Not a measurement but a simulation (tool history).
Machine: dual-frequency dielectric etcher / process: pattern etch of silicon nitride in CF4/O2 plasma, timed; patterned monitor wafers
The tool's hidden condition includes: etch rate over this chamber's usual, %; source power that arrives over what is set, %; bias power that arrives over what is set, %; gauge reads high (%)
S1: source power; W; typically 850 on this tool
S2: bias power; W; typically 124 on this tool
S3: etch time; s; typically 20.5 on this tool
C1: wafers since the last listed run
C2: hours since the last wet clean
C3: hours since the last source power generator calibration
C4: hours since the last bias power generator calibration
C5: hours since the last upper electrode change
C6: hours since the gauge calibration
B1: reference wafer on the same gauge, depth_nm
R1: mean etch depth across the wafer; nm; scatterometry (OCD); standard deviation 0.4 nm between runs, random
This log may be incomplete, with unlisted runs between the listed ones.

run,hour,S1,S2,S3,C1,C2,C3,C4,C5,C6,B1,R1
1,0.0,700,124,20.5,0,43.6,2693.9,1395.4,2518.8,633.9,65.8,50.7
2,47.7,700,124,20.5,421,91.3,2741.6,1443.1,2566.5,681.6,65.9,50.7
3,106.6,700,124,20.5,520,150.2,2800.5,1502.0,2625.4,740.5,65.9,50.7
4,169.1,850,124,20.5,552,212.7,2863.0,1564.5,2687.9,803.0,65.7,57.6
5,240.3,1010,124,20.5,629,283.9,2934.2,1635.7,2759.1,874.2,65.9,64.9
6,300.1,1010,124,20.5,528,343.7,2994.0,1695.5,2818.9,934.0,65.8,64.4
7,344.3,850,124,20.5,390,387.9,3038.2,1739.7,2863.1,978.2,65.8,57.1
8,372.1,850,124,20.5,245,415.7,3066.0,1767.5,2890.9,1006.0,66.0,57.6
9,413.6,850,124,20.5,367,457.2,3107.5,1809.0,2932.4,1047.5,65.8,56.2
# hour 444.3: gauge calibrated
# hour 453.3: source power generator calibrated
10,453.8,850,124,20.5,320,497.4,0.5,1849.2,2972.6,9.5,65.8,56.0
# hour 494.3: upper electrode replaced, of another model than before
# hour 511.9: wet clean of the chamber
11,512.4,700,124,20.5,150,0.5,59.1,1907.8,18.1,68.1,65.8,52.1
12,512.8,990,100,15.0,3,0.9,59.5,1908.2,18.5,68.5,65.8,42.2
13,663.9,670,144,15.0,1336,152.0,210.6,2059.3,169.6,219.6,65.7,39.7
14,703.5,970,124,18.0,350,191.6,250.2,2098.9,209.2,259.2,65.7,54.1
15,733.2,930,134,18.0,262,221.3,279.9,2128.6,238.9,288.9,65.7,54.2
16,784.3,850,114,20.5,451,272.4,331.0,2179.7,290.0,340.0,65.8,55.1
17,821.2,850,124,20.5,326,309.3,367.9,2216.6,326.9,376.9,65.8,56.9
# hour 839.0: bias power generator calibrated
18,1010.3,850,124,20.5,1637,498.4,557.0,171.3,516.0,566.0,65.8,56.2
19,1062.5,1000,133,23.0,461,550.6,609.2,223.5,568.2,618.2,65.8,69.6
20,1098.7,650,116,20.5,320,586.8,645.4,259.7,604.4,654.4,65.7,47.7

List, for all runs, the conditions of the tool that the log does not record:
source power that arrives over what is set, %: 0, the same for each run
bias power that arrives over what is set, %: 0, the same for each run
gauge reads high (%): 0, the same for each run
H1: etch rate over this chamber's usual, %
run,H1
1,0.968
2,0.624
3,0.199
4,-0.251
5,-0.765
6,-1.2
7,-1.52
8,-1.72
9,-2.01
10,-2.3
11,0.173
12,0.171
13,-0.919
14,-1.2
15,-1.42
16,-1.79
17,-2.05
18,-3.42
19,-3.79
20,-4.06
